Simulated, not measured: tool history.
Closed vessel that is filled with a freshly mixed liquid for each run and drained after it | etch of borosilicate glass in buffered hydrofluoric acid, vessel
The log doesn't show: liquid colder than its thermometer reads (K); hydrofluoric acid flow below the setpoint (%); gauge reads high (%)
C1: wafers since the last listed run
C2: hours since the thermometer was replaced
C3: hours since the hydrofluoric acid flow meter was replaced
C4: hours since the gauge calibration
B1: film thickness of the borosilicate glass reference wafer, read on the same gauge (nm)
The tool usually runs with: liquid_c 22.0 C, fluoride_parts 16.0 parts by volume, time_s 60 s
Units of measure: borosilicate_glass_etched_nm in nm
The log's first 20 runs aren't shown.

Run 21, hour 1235.4: usual settings but liquid_c 17.5 C, fluoride_parts 19.5 parts by volume; C1 2956; C2 1522.1; C3 1765.1; C4 2019.8; B1 94.28. Result: borosilicate_glass_etched_nm 30.52 nm.
Run 22, hour 1340.9: usual settings but liquid_c 25.5 C; C1 8591; C2 1627.6; C3 1870.6; C4 2125.3; B1 94.33. Result: borosilicate_glass_etched_nm 57.50 nm.
Run 23, hour 1399.6: usual settings; C1 4780; C2 1686.3; C3 1929.3; C4 2184.0; B1 94.36. Result: borosilicate_glass_etched_nm 47.30 nm.
Run 24, hour 1500.3: usual settings but time_s 85 s; C1 8200; C2 1787.0; C3 2030.0; C4 2284.7; B1 94.37. Result: borosilicate_glass_etched_nm 67.79 nm.
At hour 1594.3: gauge calibrated.
Run 25, hour 1603.3: usual settings; C1 8387; C2 1890.0; C3 2133.0; C4 9.0; B1 90.19. Result: borosilicate_glass_etched_nm 45.29 nm.
At hour 1665.0: hydrofluoric acid flow meter replaced.
Run 26, hour 1679.4: usual settings but liquid_c 19.5 C, fluoride_parts 22.0 parts by volume; C1 6115; C2 1966.1; C3 14.4; C4 85.1; B1 90.65. Result: borosilicate_glass_etched_nm 29.75 nm.
At hour 1716.1: thermometer replaced.
Run 27, hour 1734.4: usual settings but fluoride_parts 13.0 parts by volume; C1 4397; C2 18.3; C3 69.4; C4 140.1; B1 90.92. Result: borosilicate_glass_etched_nm 56.03 nm.
Run 28, hour 1817.0: usual settings; C1 6726; C2 100.9; C3 152.0; C4 222.7; B1 91.34. Result: borosilicate_glass_etched_nm 45.82 nm.
Run 29, hour 2064.4: usual settings but liquid_c 19.5 C, fluoride_parts 10.0 parts by volume, time_s 40 s; C1 20147; C2 348.3; C3 399.4; C4 470.1; B1 92.27. Result: borosilicate_glass_etched_nm 43.27 nm.
Run 30, hour 2138.0: usual settings but fluoride_parts 12.0 parts by volume, time_s 75 s; C1 5993; C2 421.9; C3 473.0; C4 543.7; B1 92.56. Result: borosilicate_glass_etched_nm 78.34 nm.
Run 31, hour 2197.6: usual settings; C1 4853; C2 481.5; C3 532.6; C4 603.3; B1 92.74. Result: borosilicate_glass_etched_nm 46.67 nm.

Each row is a separate what-if for the run after 31, all from the same tool condition, not one after another. Results?
Run A, hour 2198.3: usual settings but fluoride_parts 22.5 parts by volume; C1 57; C2 482.2; C3 533.3; C4 604.0; B1 ?. Result: borosilicate_glass_etched_nm ?.
Run B, hour 2198.3: usual settings but liquid_c 25.0 C, time_s 30 s; C1 57; C2 482.2; C3 533.3; C4 604.0; B1 ?. Result: borosilicate_glass_etched_nm ?.
Run C, hour 2198.3: usual settings but fluoride_parts 20.0 parts by volume; C1 57; C2 482.2; C3 533.3; C4 604.0; B1 ?. Result: borosilicate_glass_etched_nm ?.

run     B1  borosilicate_glass_etched_nm
  A  92.69                         34.34
  B  92.69                         27.33
  C  92.69                         37.27
What these runs would have given with no unlogged condition in the tool:
run  borosilicate_glass_etched_nm
  A                         33.34
  B                         26.53
  C                         36.18
